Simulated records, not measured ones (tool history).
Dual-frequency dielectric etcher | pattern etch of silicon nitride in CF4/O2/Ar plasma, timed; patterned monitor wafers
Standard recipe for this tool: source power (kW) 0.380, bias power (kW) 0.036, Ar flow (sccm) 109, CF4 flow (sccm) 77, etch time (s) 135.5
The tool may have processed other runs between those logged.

| run | hour | source power (kW) | bias power (kW) | Ar flow (sccm) | CF4 flow (sccm) | etch time (s) | wafers since the last listed run | hours since the last wet clean | hours since the last source power generator calibration | hours since the last bias power generator calibration | hours since the last Ar flow controller change | hours since the last CF4 flow controller change | hours since the last upper electrode change | hours since the gauge calibration | read-back reference wafer on the same gauge, depth_nm | mean etch depth across the wafer (Å) |
|---|---|---|---|---|---|---|---|---|---|---|---|---|---|---|---|---|
| 1 | 0.0 | 0.380 | 0.036 | 109 | 77 | 135.5 | 0 | 129.1 | 2953.8 | 3787.0 | 3441.7 | 3139.7 | 2861.5 | 213.9 | 142.0 | 1568 |
| 2 | 29.9 | 0.380 | 0.036 | 109 | 77 | 135.5 | 190 | 159.0 | 2983.7 | 3816.9 | 3471.6 | 3169.6 | 2891.4 | 243.8 | 141.8 | 1559 |
| 3 | 83.2 | 0.380 | 0.036 | 109 | 77 | 135.5 | 339 | 212.3 | 3037.0 | 3870.2 | 3524.9 | 3222.9 | 2944.7 | 297.1 | 141.9 | 1540 |
| 4 | 218.3 | 0.380 | 0.036 | 109 | 77 | 135.5 | 860 | 347.4 | 3172.1 | 4005.3 | 3660.0 | 3358.0 | 3079.8 | 432.2 | 142.2 | 1534 |
| 5 | 266.8 | 0.380 | 0.036 | 109 | 77 | 135.5 | 308 | 395.9 | 3220.6 | 4053.8 | 3708.5 | 3406.5 | 3128.3 | 480.7 | 141.9 | 1530 |
|  | 298.7 | wet clean of the chamber |
| 6 | 335.5 | 0.380 | 0.031 | 109 | 77 | 135.5 | 284 | 36.8 | 3289.3 | 4122.5 | 3777.2 | 3475.2 | 3197.0 | 549.4 | 142.1 | 1515 |
| 7 | 362.5 | 0.380 | 0.036 | 109 | 77 | 135.5 | 171 | 63.8 | 3316.3 | 4149.5 | 3804.2 | 3502.2 | 3224.0 | 576.4 | 141.8 | 1570 |
|  | 378.7 | CF4 flow controller replaced |
|  | 394.1 | bias power generator calibrated |
|  | 395.7 | Ar flow controller replaced |
| 8 | 408.6 | 0.380 | 0.036 | 109 | 77 | 135.5 | 219 | 109.9 | 3362.4 | 14.5 | 12.9 | 29.9 | 3270.1 | 622.5 | 142.2 | 1568 |
| 9 | 457.8 | 0.380 | 0.036 | 109 | 77 | 135.5 | 313 | 159.1 | 3411.6 | 63.7 | 62.1 | 79.1 | 3319.3 | 671.7 | 142.1 | 1559 |
| 10 | 523.0 | 0.380 | 0.036 | 109 | 77 | 135.5 | 415 | 224.3 | 3476.8 | 128.9 | 127.3 | 144.3 | 3384.5 | 736.9 | 141.9 | 1550 |
| 11 | 569.4 | 0.420 | 0.042 | 92 | 77 | 169.5 | 295 | 270.7 | 3523.2 | 175.3 | 173.7 | 190.7 | 3430.9 | 783.3 | 142.1 | 2302 |
| 12 | 611.7 | 0.380 | 0.036 | 109 | 71 | 135.5 | 269 | 313.0 | 3565.5 | 217.6 | 216.0 | 233.0 | 3473.2 | 825.6 | 141.6 | 1532 |
|  | 674.8 | gauge calibrated |
|  | 678.0 | upper electrode replaced |
| 13 | 678.5 | 0.380 | 0.036 | 109 | 77 | 135.5 | 272 | 379.8 | 3632.3 | 284.4 | 282.8 | 299.8 | 0.5 | 3.7 | 142.0 | 1531 |
|  | 748.6 | wet clean of the chamber |
| 14 | 749.1 | 0.380 | 0.036 | 109 | 77 | 135.5 | 296 | 0.5 | 3702.9 | 355.0 | 353.4 | 370.4 | 71.1 | 74.3 | 141.9 | 1594 |
| 15 | 763.7 | 0.380 | 0.044 | 109 | 77 | 167.5 | 92 | 15.1 | 3717.5 | 369.6 | 368.0 | 385.0 | 85.7 | 88.9 | 141.8 | 2107 |
|  | 790.6 | source power generator calibrated |
| 16 | 791.1 | 0.380 | 0.036 | 109 | 77 | 135.5 | 149 | 42.5 | 0.5 | 397.0 | 395.4 | 412.4 | 113.1 | 116.3 | 142.1 | 1578 |
| 17 | 828.9 | 0.440 | 0.036 | 101 | 96 | 135.5 | 240 | 80.3 | 38.3 | 434.8 | 433.2 | 450.2 | 150.9 | 154.1 | 141.8 | 1897 |
| 18 | 882.4 | 0.380 | 0.036 | 109 | 66 | 169.0 | 340 | 133.8 | 91.8 | 488.3 | 486.7 | 503.7 | 204.4 | 207.6 | 142.2 | 1941 |
| 19 | 920.4 | 0.380 | 0.036 | 109 | 58 | 99.5 | 242 | 171.8 | 129.8 | 526.3 | 524.7 | 541.7 | 242.4 | 245.6 | 141.8 | 1118 |
| 20 | 970.8 | 0.380 | 0.042 | 109 | 77 | 135.5 | 320 | 222.2 | 180.2 | 576.7 | 575.1 | 592.1 | 292.8 | 296.0 | 142.0 | 1629 |
| 21 | 1037.5 | 0.380 | 0.039 | 109 | 82 | 117.0 | 424 | 288.9 | 246.9 | 643.4 | 641.8 | 658.8 | 359.5 | 362.7 | 142.1 | 1367 |

Alternative continuations, all from the tool just after run 21; predict every row:
| A | 1038.0 | 0.380 | 0.036 | 109 | 77 | 173.5 | 3 | 289.4 | 247.4 | 643.9 | 642.3 | 659.3 | 360.0 | 363.2 | ? | ? |
| B | 1038.0 | 0.380 | 0.043 | 109 | 77 | 103.5 | 3 | 289.4 | 247.4 | 643.9 | 642.3 | 659.3 | 360.0 | 363.2 | ? | ? |
| C | 1038.0 | 0.460 | 0.036 | 109 | 65 | 135.5 | 3 | 289.4 | 247.4 | 643.9 | 642.3 | 659.3 | 360.0 | 363.2 | ? | ? |

| run | read-back reference wafer on the same gauge, depth_nm | mean etch depth across the wafer (Å) |
|---|---|---|
| A | 142.1 | 1978 |
| B | 142.1 | 1248 |
| C | 142.1 | 1854 |
Take away the tool's hidden state, keep each run's random variation, and the runs would have read:
| run | mean etch depth across the wafer (Å) |
|---|---|
| A | 2035 |
| B | 1284 |
| C | 1907 |
